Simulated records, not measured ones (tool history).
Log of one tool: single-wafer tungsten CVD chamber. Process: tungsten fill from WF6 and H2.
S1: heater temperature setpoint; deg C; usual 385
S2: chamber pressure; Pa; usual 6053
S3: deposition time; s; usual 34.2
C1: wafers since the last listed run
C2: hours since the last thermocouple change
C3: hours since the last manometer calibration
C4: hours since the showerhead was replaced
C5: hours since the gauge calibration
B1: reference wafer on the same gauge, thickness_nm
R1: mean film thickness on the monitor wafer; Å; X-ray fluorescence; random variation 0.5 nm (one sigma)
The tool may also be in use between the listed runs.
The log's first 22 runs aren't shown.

run,hour,S1,S2,S3,C1,C2,C3,C4,C5,B1,R1
# hour 579.5: gauge calibrated
23,581.6,379,5586,28.7,407,195.6,190.7,63.3,2.1,92.084,665.62
24,613.0,385,6799,34.2,561,227.0,222.1,94.7,33.5,91.959,1028.16
25,633.4,385,6053,34.2,364,247.4,242.5,115.1,53.9,91.975,969.44
26,667.2,385,6053,28.2,604,281.2,276.3,148.9,87.7,92.076,798.48
27,695.2,378,4853,37.1,500,309.2,304.3,176.9,115.7,91.936,789.94
28,710.1,385,6053,34.2,266,324.1,319.2,191.8,130.6,91.956,969.34
29,736.7,385,6053,34.2,475,350.7,345.8,218.4,157.2,92.073,967.24
30,768.3,380,5546,34.2,565,382.3,377.4,250.0,188.8,92.016,817.10
31,782.0,385,6053,34.2,244,396.0,391.1,263.7,202.5,91.898,970.18
32,799.0,385,6053,40.3,303,413.0,408.1,280.7,219.5,91.850,1149.23
33,817.0,385,6053,30.8,321,431.0,426.1,298.7,237.5,92.051,864.90
34,841.8,390,4560,34.2,443,455.8,450.9,323.5,262.3,92.047,909.46

4 ways to go on from here, each from the tool as it stands after run 34. What would each give?
A,842.2,385,6053,34.2,7,456.2,451.3,323.9,262.7,?,?
B,842.2,391,7493,40.1,7,456.2,451.3,323.9,262.7,?,?
C,842.2,372,6053,38.7,7,456.2,451.3,323.9,262.7,?,?
D,842.2,396,5160,36.2,7,456.2,451.3,323.9,262.7,?,?

run,B1,R1
A,92.055,978.86
B,92.055,1476.20
C,92.055,818.15
D,92.055,1198.80
Without the tool's hidden state the same runs would have given:
run,R1
A,947.52
B,1430.32
C,791.95
D,1159.50
